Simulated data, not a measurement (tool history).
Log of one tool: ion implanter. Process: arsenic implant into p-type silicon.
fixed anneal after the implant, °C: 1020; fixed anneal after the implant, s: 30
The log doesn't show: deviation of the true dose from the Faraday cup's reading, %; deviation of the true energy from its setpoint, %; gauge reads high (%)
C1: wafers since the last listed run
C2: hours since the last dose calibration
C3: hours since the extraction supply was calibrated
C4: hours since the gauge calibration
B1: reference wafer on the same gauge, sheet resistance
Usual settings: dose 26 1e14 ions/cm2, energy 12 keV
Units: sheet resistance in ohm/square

Run 1, hour 0: usual settings; C1 0; C2 338; C3 3158.6; C4 89.3; B1 109.2. Result: sheet resistance 97.46 ohm/square.
Run 2, hour 59.5: usual settings; C1 794; C2 397.5; C3 3218.1; C4 148.8; B1 109.15. Result: sheet resistance 97.58 ohm/square.
Run 3, hour 111.8: usual settings but dose 28.12 1e14 ions/cm2; C1 698; C2 449.8; C3 3270.4; C4 201.1; B1 109.09. Result: sheet resistance 95.83 ohm/square.
Run 4, hour 174.5: usual settings but dose 28.12 1e14 ions/cm2; C1 837; C2 512.5; C3 3333.1; C4 263.8; B1 109.14. Result: sheet resistance 95.79 ohm/square.
Run 5, hour 217.5: usual settings but dose 22.68 1e14 ions/cm2; C1 574; C2 555.5; C3 3376.1; C4 306.8; B1 109.07. Result: sheet resistance 99.8 ohm/square.
Run 6, hour 253.7: usual settings but dose 22.68 1e14 ions/cm2; C1 483; C2 591.7; C3 3412.3; C4 343; B1 109.12. Result: sheet resistance 99.84 ohm/square.
Run 7, hour 306: usual settings but dose 22.68 1e14 ions/cm2; C1 698; C2 644; C3 3464.6; C4 395.3; B1 109.1. Result: sheet resistance 99.89 ohm/square.
Run 8, hour 369.8: usual settings but dose 29.2 1e14 ions/cm2; C1 852; C2 707.8; C3 3528.4; C4 459.1; B1 109.14. Result: sheet resistance 95.05 ohm/square.
At hour 378.2: extraction supply calibrated.
Run 9, hour 415.3: usual settings but dose 29.2 1e14 ions/cm2; C1 500; C2 753.3; C3 37.1; C4 504.6; B1 109.03. Result: sheet resistance 94.86 ohm/square.
Run 10, hour 469.8: usual settings but dose 29.2 1e14 ions/cm2; C1 727; C2 807.8; C3 91.6; C4 559.1; B1 109.15. Result: sheet resistance 95.01 ohm/square.
Run 11, hour 536.4: usual settings but dose 23.93 1e14 ions/cm2, energy 11 keV; C1 889; C2 874.4; C3 158.2; C4 625.7; B1 109.16. Result: sheet resistance 99.47 ohm/square.
Run 12, hour 574.1: usual settings but dose 23.93 1e14 ions/cm2, energy 11 keV; C1 503; C2 912.1; C3 195.9; C4 663.4; B1 109.08. Result: sheet resistance 99.24 ohm/square.
At hour 610.6: gauge calibrated.
Run 13, hour 642.2: usual settings but energy 14 keV; C1 909; C2 980.2; C3 264; C4 31.6; B1 109.07. Result: sheet resistance 94.77 ohm/square.
Run 14, hour 681.3: usual settings but dose 23.93 1e14 ions/cm2, energy 11 keV; C1 522; C2 1019.3; C3 303.1; C4 70.7; B1 109.08. Result: sheet resistance 99.65 ohm/square.
Run 15, hour 728.1: usual settings but dose 30.66 1e14 ions/cm2, energy 9 keV; C1 625; C2 1066.1; C3 349.9; C4 117.5; B1 109.01. Result: sheet resistance 97.02 ohm/square.
Run 16, hour 772.7: usual settings but dose 23.93 1e14 ions/cm2, energy 11 keV; C1 595; C2 1110.7; C3 394.5; C4 162.1; B1 109.07. Result: sheet resistance 99.11 ohm/square.
Run 17, hour 824.1: usual settings but energy 14.5 keV; C1 686; C2 1162.1; C3 445.9; C4 213.5; B1 109.12. Result: sheet resistance 94.09 ohm/square.
Run 18, hour 864.4: usual settings but dose 32.8 1e14 ions/cm2, energy 13.5 keV; C1 538; C2 1202.4; C3 486.2; C4 253.8; B1 109.06. Result: sheet resistance 91.61 ohm/square.
Run 19, hour 910.6: usual settings but dose 31.11 1e14 ions/cm2, energy 14 keV; C1 617; C2 1248.6; C3 532.4; C4 300; B1 109.15. Result: sheet resistance 91.68 ohm/square.
Run 20, hour 972.1: usual settings but dose 30.46 1e14 ions/cm2; C1 821; C2 1310.1; C3 593.9; C4 361.5; B1 109.15. Result: sheet resistance 93.79 ohm/square.
At hour 989.6: Faraday cup replaced and dose calibrated.
Run 21, hour 1018.1: usual settings; C1 507; C2 28.5; C3 639.9; C4 407.5; B1 109.14. Result: sheet resistance 97.63 ohm/square.
Run 22, hour 1052.5: usual settings but dose 31.86 1e14 ions/cm2, energy 9 keV; C1 459; C2 62.9; C3 674.3; C4 441.9; B1 109.2. Result: sheet resistance 96.82 ohm/square.
Run 23, hour 1091.1: usual settings but dose 20.44 1e14 ions/cm2, energy 13.5 keV; C1 515; C2 101.5; C3 712.9; C4 480.5; B1 109.11. Result: sheet resistance 100.96 ohm/square.
Run 24, hour 1183.4: usual settings; C1 1232; C2 193.8; C3 805.2; C4 572.8; B1 109.05. Result: sheet resistance 97.32 ohm/square.
Run 25, hour 1223.4: usual settings; C1 534; C2 233.8; C3 845.2; C4 612.8; B1 109.13. Result: sheet resistance 97.4 ohm/square.
Run 26, hour 1258.5: usual settings but dose 30.73 1e14 ions/cm2, energy 16 keV; C1 468; C2 268.9; C3 880.3; C4 647.9; B1 109.08. Result: sheet resistance 90.43 ohm/square.

Forecast each of these 4 alternatives for the next run:
Run A, hour 1258.9: usual settings; C1 5; C2 269.3; C3 880.7; C4 648.3; B1 ?. Result: sheet resistance ?.
Run B, hour 1258.9: usual settings but dose 21.58 1e14 ions/cm2, energy 15.5 keV; C1 5; C2 269.3; C3 880.7; C4 648.3; B1 ?. Result: sheet resistance ?.
Run C, hour 1258.9: usual settings but dose 32.9 1e14 ions/cm2, energy 16 keV; C1 5; C2 269.3; C3 880.7; C4 648.3; B1 ?. Result: sheet resistance ?.
Run D, hour 1258.9: usual settings but energy 15.5 keV; C1 5; C2 269.3; C3 880.7; C4 648.3; B1 ?. Result: sheet resistance ?.

run      B1  sheet resistance
  A  109.09              97.2
  B  109.09             97.25
  C  109.09             88.98
  D  109.09             93.49
Without the tool's hidden state the same runs would have given:
run  sheet resistance
  A             97.37
  B             97.47
  C             89.13
  D             93.67

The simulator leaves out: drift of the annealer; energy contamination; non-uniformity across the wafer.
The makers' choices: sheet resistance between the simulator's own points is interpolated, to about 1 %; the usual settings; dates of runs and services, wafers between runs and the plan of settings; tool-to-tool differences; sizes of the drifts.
